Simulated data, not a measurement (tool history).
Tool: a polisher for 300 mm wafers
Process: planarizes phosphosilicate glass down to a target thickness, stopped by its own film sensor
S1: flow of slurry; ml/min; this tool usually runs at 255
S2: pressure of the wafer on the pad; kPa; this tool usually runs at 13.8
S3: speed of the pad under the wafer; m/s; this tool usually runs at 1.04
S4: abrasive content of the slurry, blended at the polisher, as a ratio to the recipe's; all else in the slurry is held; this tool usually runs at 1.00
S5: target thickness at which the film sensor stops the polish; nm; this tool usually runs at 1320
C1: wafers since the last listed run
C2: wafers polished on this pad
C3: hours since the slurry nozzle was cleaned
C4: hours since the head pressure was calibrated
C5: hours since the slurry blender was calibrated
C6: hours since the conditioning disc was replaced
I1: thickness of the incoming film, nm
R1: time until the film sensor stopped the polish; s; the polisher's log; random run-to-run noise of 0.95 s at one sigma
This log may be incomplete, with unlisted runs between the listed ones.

{"run": 1, "day": 0.0, "S1": 255, "S2": 13.8, "S3": 0.86, "S4": 1.0, "S5": 1320, "C1": 0, "C2": 408, "C3": 553.1, "C4": 413.8, "C5": 205.4, "C6": 550.9, "I1": 1793.7, "R1": 102.7}
{"run": 2, "day": 0.404, "S1": 255, "S2": 13.8, "S3": 0.86, "S4": 1.0, "S5": 1320, "C1": 115, "C2": 523, "C3": 562.8, "C4": 423.5, "C5": 215.1, "C6": 560.6, "I1": 1776.4, "R1": 100.2}
{"day": 0.567, "done": "conditioning disc replaced and pad reconditioned"}
{"run": 3, "day": 0.658, "S1": 255, "S2": 13.8, "S3": 0.86, "S4": 1.0, "S5": 1320, "C1": 48, "C2": 571, "C3": 568.9, "C4": 429.6, "C5": 221.2, "C6": 2.2, "I1": 1816.1, "R1": 108.7}
{"run": 4, "day": 1.217, "S1": 255, "S2": 13.8, "S3": 1.04, "S4": 1.0, "S5": 1271, "C1": 159, "C2": 730, "C3": 582.3, "C4": 443.0, "C5": 234.6, "C6": 15.6, "I1": 1819.2, "R1": 104.6}
{"day": 1.442, "done": "worn pad replaced by a new one"}
{"run": 5, "day": 1.567, "S1": 255, "S2": 13.8, "S3": 1.04, "S4": 1.0, "S5": 1271, "C1": 52, "C2": 36, "C3": 590.7, "C4": 451.4, "C5": 243.0, "C6": 24.0, "I1": 1773.5, "R1": 84.8}
{"run": 6, "day": 2.096, "S1": 320, "S2": 13.8, "S3": 1.04, "S4": 1.0, "S5": 1393, "C1": 150, "C2": 186, "C3": 603.4, "C4": 464.1, "C5": 255.7, "C6": 36.7, "I1": 1822.0, "R1": 75.8}
{"run": 7, "day": 2.521, "S1": 255, "S2": 13.8, "S3": 1.18, "S4": 1.0, "S5": 1320, "C1": 121, "C2": 307, "C3": 613.6, "C4": 474.3, "C5": 265.9, "C6": 46.9, "I1": 1797.1, "R1": 79.0}
{"day": 2.996, "done": "head pressure recalibrated"}
{"run": 8, "day": 3.017, "S1": 210, "S2": 13.8, "S3": 1.32, "S4": 1.0, "S5": 1320, "C1": 117, "C2": 425, "C3": 625.5, "C4": 0.5, "C5": 277.8, "C6": 58.8, "I1": 1808.7, "R1": 75.7}
{"run": 9, "day": 3.546, "S1": 255, "S2": 9.7, "S3": 1.04, "S4": 1.0, "S5": 1320, "C1": 150, "C2": 576, "C3": 638.2, "C4": 13.2, "C5": 290.5, "C6": 71.5, "I1": 1816.8, "R1": 134.4}
{"run": 10, "day": 4.108, "S1": 195, "S2": 13.8, "S3": 1.04, "S4": 1.0, "S5": 1178, "C1": 160, "C2": 736, "C3": 651.7, "C4": 26.7, "C5": 304.0, "C6": 85.0, "I1": 1804.8, "R1": 121.1}
{"day": 4.525, "done": "worn pad replaced by a new one"}
{"run": 11, "day": 4.546, "S1": 255, "S2": 16.5, "S3": 1.04, "S4": 1.0, "S5": 1205, "C1": 77, "C2": 5, "C3": 662.2, "C4": 37.2, "C5": 314.5, "C6": 95.5, "I1": 1825.1, "R1": 85.0}
{"day": 5.067, "done": "slurry nozzle cleaned"}
{"run": 12, "day": 5.088, "S1": 255, "S2": 13.8, "S3": 1.04, "S4": 1.0, "S5": 1271, "C1": 142, "C2": 148, "C3": 0.5, "C4": 50.2, "C5": 327.5, "C6": 108.5, "I1": 1789.6, "R1": 90.8}
{"day": 5.317, "done": "slurry blender recalibrated"}
{"run": 13, "day": 5.617, "S1": 180, "S2": 13.8, "S3": 1.04, "S4": 1.0, "S5": 1320, "C1": 126, "C2": 274, "C3": 13.2, "C4": 62.9, "C5": 7.2, "C6": 121.2, "I1": 1793.6, "R1": 88.0}
{"run": 14, "day": 6.075, "S1": 255, "S2": 9.7, "S3": 1.24, "S4": 1.0, "S5": 1463, "C1": 130, "C2": 405, "C3": 24.2, "C4": 73.9, "C5": 18.2, "C6": 132.2, "I1": 1798.9, "R1": 76.0}
{"run": 15, "day": 6.542, "S1": 180, "S2": 13.8, "S3": 1.04, "S4": 1.0, "S5": 1320, "C1": 132, "C2": 538, "C3": 35.4, "C4": 85.1, "C5": 29.4, "C6": 143.4, "I1": 1828.8, "R1": 96.3}
{"run": 16, "day": 6.812, "S1": 255, "S2": 13.8, "S3": 0.82, "S4": 1.0, "S5": 1320, "C1": 77, "C2": 615, "C3": 41.9, "C4": 91.6, "C5": 35.9, "C6": 149.9, "I1": 1781.2, "R1": 103.9}
{"day": 7.554, "done": "worn pad replaced by a new one"}
{"run": 17, "day": 7.575, "S1": 255, "S2": 13.8, "S3": 1.04, "S4": 1.0, "S5": 1259, "C1": 169, "C2": 5, "C3": 60.2, "C4": 109.9, "C5": 54.2, "C6": 168.2, "I1": 1797.2, "R1": 87.3}
{"run": 18, "day": 7.779, "S1": 255, "S2": 13.8, "S3": 1.04, "S4": 0.85, "S5": 1320, "C1": 58, "C2": 63, "C3": 65.1, "C4": 114.8, "C5": 59.1, "C6": 173.1, "I1": 1819.2, "R1": 90.8}
{"run": 19, "day": 8.342, "S1": 255, "S2": 13.8, "S3": 0.74, "S4": 1.0, "S5": 1320, "C1": 160, "C2": 223, "C3": 78.6, "C4": 128.3, "C5": 72.6, "C6": 186.6, "I1": 1809.8, "R1": 114.4}
{"run": 20, "day": 8.867, "S1": 305, "S2": 12.4, "S3": 1.04, "S4": 0.75, "S5": 1182, "C1": 149, "C2": 373, "C3": 91.2, "C4": 140.9, "C5": 85.2, "C6": 199.2, "I1": 1767.9, "R1": 132.0}
{"run": 21, "day": 9.388, "S1": 255, "S2": 13.8, "S3": 1.14, "S4": 1.0, "S5": 1320, "C1": 148, "C2": 521, "C3": 103.7, "C4": 153.4, "C5": 97.7, "C6": 211.7, "I1": 1794.3, "R1": 80.0}

Run 22, settings as shown, results not yet in. Your forecast:
{"run": 22, "day": 9.729, "S1": 255, "S2": 13.8, "S3": 1.04, "S4": 1.0, "S5": 1320, "C1": 97, "C2": 619, "C3": 111.9, "C4": 161.6, "C5": 105.9, "C6": 219.9, "I1": 1804.6, "R1": "?"}

Run 22 yielded R1 91.2 s.
On a tool with no hidden condition, and with the same random variation, this run would have come out at R1 80.3 s.

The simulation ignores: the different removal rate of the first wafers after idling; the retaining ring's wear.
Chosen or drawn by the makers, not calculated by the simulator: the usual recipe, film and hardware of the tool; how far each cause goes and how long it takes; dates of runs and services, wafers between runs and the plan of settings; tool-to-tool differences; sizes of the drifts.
